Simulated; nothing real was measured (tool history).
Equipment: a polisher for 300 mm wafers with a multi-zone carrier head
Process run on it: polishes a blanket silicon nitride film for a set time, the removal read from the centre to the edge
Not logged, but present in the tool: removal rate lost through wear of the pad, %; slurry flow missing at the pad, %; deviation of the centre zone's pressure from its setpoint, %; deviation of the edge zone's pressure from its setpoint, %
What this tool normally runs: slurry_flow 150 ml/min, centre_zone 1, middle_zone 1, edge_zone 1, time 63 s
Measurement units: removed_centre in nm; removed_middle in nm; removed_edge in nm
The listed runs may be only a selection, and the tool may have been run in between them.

run     day  slurry_flow  centre_zone  middle_zone  edge_zone  time  wafers since the last listed run  wafers polished on this pad  hours since the slurry nozzle was cleaned  hours since the centre zone pressure was calibrated  hours since the edge zone pressure was calibrated  hours since the carrier head's membrane was replaced  incoming thickness of the incoming film, nm  removed_centre  removed_middle  removed_edge
  1       0          120            1            1       0.93    63                                 0                         1501                                      279.4                                                164.6                                               27.1                                                 647.5                                        629.3            66.3            68.8          68.6
      1.008  -- carrier head's membrane replaced by a new one
  2   1.446          150            1            1          1    63                               400                         1902                                      314.1                                                199.3                                               61.8                                                  10.5                                        647.4            70.5            70.4          71.1
      1.729  -- worn pad replaced by a new one
  3   2.342          150            1            1          1    63                               235                          198                                      335.6                                                220.8                                               83.3                                                    32                                        642.2            73.4            75.7          77.9
      6.746  -- centre zone pressure recalibrated
  4   6.783          150            1            1          1    63                              1410                         1609                                      442.2                                                  0.9                                              189.9                                                 138.6                                          645            71.2            73.3          74.1
  5   7.292          150            1            1          1    63                               164                         1773                                      454.4                                                 13.1                                              202.1                                                 150.8                                          639              72            72.1            73
      8.629  -- worn pad replaced by a new one
  6    8.65          150         0.97         0.88       0.95    54                               385                            6                                        487                                                 45.7                                              234.7                                                 183.4                                        647.4              62            58.2          64.3
  7   9.546          175            1            1          1    63                               289                          296                                      508.5                                                 67.2                                              256.2                                                 204.9                                        641.2            75.9            76.7            78
  8  10.833          150            1         1.04          1    63                               416                          713                                      539.4                                                 98.1                                              287.1                                                 235.8                                          634            71.6            76.1          74.5
     11.938  -- slurry nozzle cleaned
  9  12.112          150            1          1.1       1.08    63                               400                         1113                                        4.2                                                128.8                                              317.8                                                 266.5                                        638.6            73.6            78.6          77.9
 10  13.321          125            1            1          1    63                               391                         1504                                       33.2                                                157.8                                              346.8                                                 295.5                                        644.2            67.1            68.9          70.9
 11  14.117          150            1            1          1    63                               257                         1762                                       52.3                                                176.9                                              365.9                                                 314.6                                          636            70.4            71.2          72.5
 12  14.892          150            1            1          1    63                               250                         2013                                       70.9                                                195.5                                              384.5                                                 333.2                                        649.9            69.8            69.3            72
 13  15.642          165            1            1          1    63                               242                         2255                                       88.9                                                213.5                                              402.5                                                 351.2                                        641.5            68.1            70.7            71
     15.888  -- worn pad replaced by a new one
 14  16.317          150            1            1          1    63                               164                          138                                      105.1                                                229.7                                              418.7                                                 367.4                                        633.4            75.5              75          75.4
 15  17.608          190         1.11         0.93       1.05    63                               418                          556                                      136.1                                                260.7                                              449.7                                                 398.4                                        649.2            82.9            74.9          81.3
 16   18.35          150         0.94            1       0.96    63                               240                          796                                      153.9                                                278.5                                              467.5                                                 416.2                                        647.4              72              74          74.8
 17  19.604          110            1            1        0.9    79                               405                         1202                                        184                                                308.6                                              497.6                                                 446.3                                        641.6              84            85.1          84.5
 18  20.292          150            1            1          1    63                               222                         1425                                      200.5                                                325.1                                              514.1                                                 462.8                                        636.5            73.6            73.1          75.5
 19  21.642          150            1            1          1    63                               436                         1862                                      232.9                                                357.5                                              546.5                                                 495.2                                        641.9            72.1            71.8          72.3
     22.679  -- centre zone pressure recalibrated
 20  22.867          150            1         0.96          1    77                               369                         2231                                      262.3                                                  4.5                                              575.9                                                 524.6                                        639.8            82.8            83.4            86
     23.567  -- worn pad replaced by a new one
 21  23.583          175            1         1.08          1    63                               177                            5                                      279.5                                                 21.7                                              593.1                                                 541.8                                        643.7              78              82          79.1

Branching from run 21: 5 alternative next runs. What would each branch give?
  A  23.6          150            1            1       1.07    63                                 5                           10                                      279.9                                                 22.1                                              593.5                                                 542.2                                        644.6               ?               ?             ?
  B  23.6          105            1            1       0.95    63                                 5                           10                                      279.9                                                 22.1                                              593.5                                                 542.2                                        644.6               ?               ?             ?
  C  23.6          135         1.12         0.89          1    63                                 5                           10                                      279.9                                                 22.1                                              593.5                                                 542.2                                        644.6               ?               ?             ?
  D  23.6          150            1         0.91       1.11    49                                 5                           10                                      279.9                                                 22.1                                              593.5                                                 542.2                                        644.6               ?               ?             ?
  E  23.6          150         1.07            1          1    63                                 5                           10                                      279.9                                                 22.1                                              593.5                                                 542.2                                        644.6               ?               ?             ?

run  removed_centre  removed_middle  removed_edge
  A            74.8            75.2          80.1
  B            67.6            68.9            71
  C              78            67.4          76.3
  D            58.1            54.5          63.5
  E            77.8            75.2          77.4
With the hidden condition removed and each run's random variation left untouched, the same runs would have given:
run  removed_centre  removed_middle  removed_edge
  A            74.8            75.2          80.1
  B            67.6            68.9          71.1
  C              78            67.4          76.3
  D            58.1            54.5          63.5
  E            77.9            75.2          77.5

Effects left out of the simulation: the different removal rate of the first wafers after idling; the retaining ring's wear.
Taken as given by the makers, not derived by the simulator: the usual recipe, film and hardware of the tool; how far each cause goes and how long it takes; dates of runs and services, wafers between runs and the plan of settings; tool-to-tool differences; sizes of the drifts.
